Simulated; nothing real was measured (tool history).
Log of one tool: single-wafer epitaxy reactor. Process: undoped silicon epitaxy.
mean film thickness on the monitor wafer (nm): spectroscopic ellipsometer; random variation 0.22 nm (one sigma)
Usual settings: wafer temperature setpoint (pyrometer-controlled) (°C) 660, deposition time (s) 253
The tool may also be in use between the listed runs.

run,day,wafer temperature setpoint (pyrometer-controlled) (°C),deposition time (s),wafers since the last listed run,hours since the last pyrometer calibration,hours since the gauge calibration,"read-back reference wafer on the same gauge, thickness_nm",mean film thickness on the monitor wafer (nm)
1,0,660,223,0,259.4,537.7,56.14,45.057
2,1.504,660,223,281,295.5,573.8,56.071,44.619
3,2.642,660,223,213,322.8,601.1,56.135,44.766
4,5.125,660,253,465,382.4,660.7,56.054,51.007
5,7.433,651,253,432,437.8,716.1,56.137,41.084
6,8.65,651,253,227,467,745.3,56.098,41.712
7,10.7,660,290,384,516.2,794.5,56.111,59.343
8,13.071,660,290,444,573.1,851.4,56.073,59.222
9,15.379,660,290,432,628.5,906.8,56.077,59.163
10,17.362,660,253,371,676.1,954.4,56.106,51.926
11,19.854,660,253,466,735.9,1014.2,56.075,51.533
12,21.621,660,253,331,778.3,1056.6,56.103,51.839
13,23.888,660,253,424,832.7,1111,56.109,52.402
14,25.867,660,253,370,880.2,1158.5,56.133,52.12
15,27.579,660,253,320,921.3,1199.6,56.095,51.943
16,28.979,660,253,262,954.9,1233.2,56.065,52.668
17,30.75,660,253,331,997.4,1275.7,56.137,51.943
18,32.546,660,253,336,1040.5,1318.8,56.118,52.313
19,34.958,660,235,452,1098.4,1376.7,56.105,48.283
20,36.404,665,253,270,1133.1,1411.4,56.135,58.715
21,39.375,674,219,556,1204.4,1482.7,56.079,63.02
22,40.738,673,269,255,1237.1,1515.4,56.104,75.598
23,44.917,672,276,783,1337.4,1615.7,56.048,76.734
# day 47.704: gauge calibrated
24,50.725,647,253,1088,1476.8,72.5,56.056,38.085
25,52.108,671,220,259,1510,105.7,56.102,59.389
26,53.921,671,253,339,1553.5,149.2,56.089,68.265
27,55.65,660,253,323,1595,190.7,56.094,52.832
# day 56.758: pyrometer calibrated
28,58.725,672,218,513,47.2,264.5,56.129,58.451
29,60.971,660,290,420,101.1,318.4,56.078,57.743
30,63.683,660,253,508,166.2,383.5,56.081,50.518
31,65.85,656,253,405,218.2,435.5,56.091,46.578
32,68.221,668,225,444,275.1,492.4,56.133,55.116
33,70.642,660,210,453,333.2,550.5,56.085,42.751
34,72.029,655,253,259,366.5,583.8,56.06,45.452
35,74.196,673,226,405,418.5,635.8,56.098,62.861

Hidden state or all else? Some run-to-run changes of mean film thickness on the monitor wafer (nm), split into what the settings, what came in and random variation would give without the hidden state, and what is left for the hidden state (with any gauge scatter that isn't in both results):
The hidden state here: wafer temperature above the value expected at the setpoint (K); gauge reads high (%).
Run 6 -> 7: wafer temperature setpoint (pyrometer-controlled) (°C) 651 -> 660, deposition time (s) 253 -> 290. mean film thickness on the monitor wafer (nm) +17.631: hidden state +0.424, all else +17.207.
Run 23 -> 24: wafer temperature setpoint (pyrometer-controlled) (°C) 672 -> 647, deposition time (s) 276 -> 253, gauge calibrated. mean film thickness on the monitor wafer (nm) -38.649: hidden state -1.201, all else -37.448.
Run 24 -> 25: wafer temperature setpoint (pyrometer-controlled) (°C) 647 -> 671, deposition time (s) 253 -> 220. mean film thickness on the monitor wafer (nm) +21.304: hidden state +0.684, all else +20.62.
Run 27 -> 28: wafer temperature setpoint (pyrometer-controlled) (°C) 660 -> 672, deposition time (s) 253 -> 218, pyrometer calibrated. mean film thickness on the monitor wafer (nm) +5.619: hidden state -1.906, all else +7.525.
